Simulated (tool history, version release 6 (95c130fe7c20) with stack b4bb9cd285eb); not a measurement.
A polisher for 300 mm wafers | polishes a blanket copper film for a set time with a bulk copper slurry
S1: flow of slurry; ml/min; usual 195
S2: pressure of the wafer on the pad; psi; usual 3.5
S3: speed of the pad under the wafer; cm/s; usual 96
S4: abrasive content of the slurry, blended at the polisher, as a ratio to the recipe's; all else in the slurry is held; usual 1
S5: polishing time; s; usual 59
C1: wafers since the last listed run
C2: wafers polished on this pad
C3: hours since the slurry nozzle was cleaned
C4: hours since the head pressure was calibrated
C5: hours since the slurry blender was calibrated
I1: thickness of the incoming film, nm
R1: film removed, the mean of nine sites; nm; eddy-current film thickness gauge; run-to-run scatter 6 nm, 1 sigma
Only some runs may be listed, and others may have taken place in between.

run 1 hour=0 | S1=195 S2=2.8 S3=96 S4=1 S5=59 | C1=0 C2=440 C3=608.8 C4=216 C5=104.8 | I1=1826.3 | R1=436
run 2 hour=9.3 | S1=195 S2=2.8 S3=96 S4=1 S5=59 | C1=118 C2=558 C3=618.1 C4=225.3 C5=114.1 | I1=1832.6 | R1=435
run 3 hour=26.6 | S1=195 S2=2.8 S3=96 S4=1 S5=59 | C1=219 C2=778 C3=635.4 C4=242.6 C5=131.4 | I1=1825.5 | R1=441.3
-- hour=42.8 worn pad replaced by a new one
run 4 hour=43.3 | S1=195 S2=3.5 S3=96 S4=1 S5=59 | C1=161 C2=6 C3=652.1 C4=259.3 C5=148.1 | I1=1839.7 | R1=508.1
run 5 hour=55 | S1=195 S2=3.5 S3=96 S4=1 S5=59 | C1=148 C2=155 C3=663.8 C4=271 C5=159.8 | I1=1844.5 | R1=507.4
run 6 hour=65.6 | S1=195 S2=3.5 S3=96 S4=1 S5=59 | C1=134 C2=289 C3=674.4 C4=281.6 C5=170.4 | I1=1792.8 | R1=509.4
run 7 hour=76 | S1=195 S2=3.5 S3=96 S4=1 S5=59 | C1=132 C2=421 C3=684.8 C4=292 C5=180.8 | I1=1843.1 | R1=510.4
run 8 hour=91.4 | S1=195 S2=3.5 S3=96 S4=1 S5=59 | C1=195 C2=617 C3=700.2 C4=307.4 C5=196.2 | I1=1842.9 | R1=500.7
run 9 hour=101.7 | S1=195 S2=3.5 S3=96 S4=1 S5=59 | C1=130 C2=748 C3=710.5 C4=317.7 C5=206.5 | I1=1837.3 | R1=505.5
-- hour=119 worn pad replaced by a new one
run 10 hour=122 | S1=195 S2=3.5 S3=96 S4=1 S5=59 | C1=207 C2=38 C3=730.8 C4=338 C5=226.8 | I1=1826.5 | R1=513.6
run 11 hour=133.4 | S1=195 S2=3.5 S3=96 S4=1 S5=59 | C1=144 C2=183 C3=742.2 C4=349.4 C5=238.2 | I1=1810.5 | R1=505.3
run 12 hour=145.3 | S1=195 S2=3.5 S3=96 S4=1 S5=59 | C1=151 C2=334 C3=754.1 C4=361.3 C5=250.1 | I1=1821.8 | R1=504.6
-- hour=149.1 head pressure recalibrated
run 13 hour=154 | S1=195 S2=3.5 S3=96 S4=1.2 S5=59 | C1=85 C2=419 C3=762.8 C4=4.9 C5=258.8 | I1=1833.8 | R1=535.5
run 14 hour=164.4 | S1=195 S2=2.8 S3=64 S4=0.8 S5=44 | C1=132 C2=551 C3=773.2 C4=15.3 C5=269.2 | I1=1814.1 | R1=222.2
run 15 hour=180.2 | S1=125 S2=3.5 S3=96 S4=1 S5=59 | C1=200 C2=752 C3=789 C4=31.1 C5=285 | I1=1841.6 | R1=436.6
run 16 hour=195.7 | S1=195 S2=3.5 S3=96 S4=1.3 S5=59 | C1=196 C2=948 C3=804.5 C4=46.6 C5=300.5 | I1=1845.2 | R1=521.4
-- hour=205.3 slurry nozzle cleaned
-- hour=206.2 worn pad replaced by a new one
-- hour=231.3 slurry blender recalibrated
run 17 hour=234.4 | S1=195 S2=3.5 S3=96 S4=1 S5=59 | C1=442 C2=332 C3=29.1 C4=85.3 C5=3.1 | I1=1811 | R1=553.3
run 18 hour=250.4 | S1=195 S2=2.3 S3=96 S4=1 S5=59 | C1=203 C2=535 C3=45.1 C4=101.3 C5=19.1 | I1=1855.3 | R1=407.7
run 19 hour=263 | S1=195 S2=3.5 S3=84 S4=1 S5=59 | C1=160 C2=695 C3=57.7 C4=113.9 C5=31.7 | I1=1810.8 | R1=496.1
-- hour=278 worn pad replaced by a new one
run 20 hour=278.5 | S1=135 S2=3.5 S3=118 S4=1.1 S5=59 | C1=146 C2=5 C3=73.2 C4=129.4 C5=47.2 | I1=1820.5 | R1=623.5
run 21 hour=287.9 | S1=195 S2=4.3 S3=96 S4=0.9 S5=59 | C1=119 C2=125 C3=82.6 C4=138.8 C5=56.6 | I1=1813.8 | R1=632.3
run 22 hour=297 | S1=135 S2=3.5 S3=96 S4=1.2 S5=69 | C1=115 C2=240 C3=91.7 C4=147.9 C5=65.7 | I1=1791.4 | R1=613.4

Branching from run 22: 3 alternative next runs. What would each branch give?
run A hour=297.4 | S1=195 S2=3.5 S3=112 S4=1 S5=59 | C1=5 C2=245 C3=92.1 C4=148.3 C5=66.1 | I1=1821.7 | R1=?
run B hour=297.4 | S1=195 S2=4.1 S3=68 S4=0.8 S5=59 | C1=5 C2=245 C3=92.1 C4=148.3 C5=66.1 | I1=1821.7 | R1=?
run C hour=297.4 | S1=230 S2=3.5 S3=114 S4=1 S5=72 | C1=5 C2=245 C3=92.1 C4=148.3 C5=66.1 | I1=1821.7 | R1=?

run=A R1=637
run=B R1=452.7
run=C R1=810.9
Without the tool's unlogged condition, the same runs would have read:
run=A R1=652.3
run=B R1=463.5
run=C R1=827.2
